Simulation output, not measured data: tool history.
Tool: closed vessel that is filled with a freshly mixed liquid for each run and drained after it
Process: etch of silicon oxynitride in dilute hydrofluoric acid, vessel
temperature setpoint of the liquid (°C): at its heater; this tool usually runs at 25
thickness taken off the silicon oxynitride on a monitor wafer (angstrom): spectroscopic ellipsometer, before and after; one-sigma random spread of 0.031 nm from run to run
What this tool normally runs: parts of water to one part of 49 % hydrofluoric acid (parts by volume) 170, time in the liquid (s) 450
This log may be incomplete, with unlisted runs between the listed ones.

run	hour	temperature setpoint of the liquid (°C)	parts of water to one part of 49 % hydrofluoric acid (parts by volume)	time in the liquid (s)	wafers since the last listed run	hours since the thermometer was replaced	hours since the hydrofluoric acid flow meter was replaced	hours since the gauge calibration	read-back film thickness of the silicon oxynitride reference wafer, read on the same gauge (nm)	thickness taken off the silicon oxynitride on a monitor wafer (angstrom)
1	0	25	170	450	0	1063.7	840.1	330.8	80.03	44.62
2	12.9	25	170	450	1192	1076.6	853	343.7	80	45.36
3	25.7	25	170	450	1183	1089.4	865.8	356.5	80.014	44.52
4	34.1	27.5	205	450	776	1097.8	874.2	364.9	80.01	40.19
# hour 43.7: gauge calibrated
5	45.4	25	170	450	1044	1109.1	885.5	1.7	80.019	45.37
6	59.2	25	170	450	1275	1122.9	899.3	15.5	79.975	45.36
# hour 65.9: hydrofluoric acid flow meter replaced
7	66.4	25	170	615	573	1130.1	0.5	22.7	79.986	54.36
8	72.2	25	170	615	536	1135.9	6.3	28.5	79.988	54.55
9	82.5	25	170	450	952	1146.2	16.6	38.8	80.005	39.95
10	89.8	26	150	450	674	1153.5	23.9	46.1	79.989	47.8
11	101	25	170	450	1035	1164.7	35.1	57.3	79.963	40.13
12	115.8	25	170	450	1368	1179.5	49.9	72.1	80.012	39.58
13	132.2	25	95	450	1516	1195.9	66.3	88.5	79.989	76.53
14	142.3	25	170	330	933	1206	76.4	98.6	80.03	29.37
15	158.1	27.5	105	275	1460	1221.8	92.2	114.4	80.018	46.32
16	171.4	25	225	190	1229	1235.1	105.5	127.7	79.969	12.24
17	186.4	21.5	210	545	1386	1250.1	120.5	142.7	80.009	33.33
18	204.1	25	170	450	1636	1267.8	138.2	160.4	80.024	41.01
19	212.7	28.5	125	270	795	1276.4	146.8	169	79.993	39.9
20	229.2	25	170	450	1525	1292.9	163.3	185.5	80	40.28
21	246.8	20.5	215	230	1627	1310.5	180.9	203.1	80.014	12.96
# hour 258.5: thermometer replaced
22	263.2	23.5	95	450	1423	4.7	197.3	219.5	80.006	72.01
23	270	29	170	585	628	11.5	204.1	226.3	79.981	63.07
24	277.1	25	240	305	656	18.6	211.2	233.4	79.987	18.45
25	290.8	25	170	310	1266	32.3	224.9	247.1	79.995	27.92
26	297.7	30	225	450	637	39.2	231.8	254	80.019	36.06
27	307.3	28	195	300	887	48.8	241.4	263.6	80.012	26.74
28	316.2	26.5	95	300	822	57.7	250.3	272.5	80.009	55.78
29	333.5	25	170	450	1599	75	267.6	289.8	79.999	41.16
30	340.3	29.5	170	450	628	81.8	274.4	296.6	79.999	49.96
31	356.2	25	195	590	1469	97.7	290.3	312.5	79.997	46.31
32	364.1	21	190	450	730	105.6	298.2	320.4	80.022	30.3

5 ways to go on from here, each from the tool as it stands after run 32. What would each give?
A	364.9	25	170	670	73	106.4	299	321.2	?	?
B	364.9	25	100	450	73	106.4	299	321.2	?	?
C	364.9	23.5	230	200	73	106.4	299	321.2	?	?
D	364.9	23	220	185	73	106.4	299	321.2	?	?
E	364.9	27.5	200	630	73	106.4	299	321.2	?	?

run	read-back film thickness of the silicon oxynitride reference wafer, read on the same gauge (nm)	thickness taken off the silicon oxynitride on a monitor wafer (angstrom)
A	80.026	61.33
B	80.026	74.1
C	80.026	12.11
D	80.026	11.53
E	80.026	53.45
The same runs, with their run-to-run variation unchanged, on a tool lacking any hidden condition would have given:
run	thickness taken off the silicon oxynitride on a monitor wafer (angstrom)
A	58.96
B	71.35
C	11.63
D	11.08
E	51.32
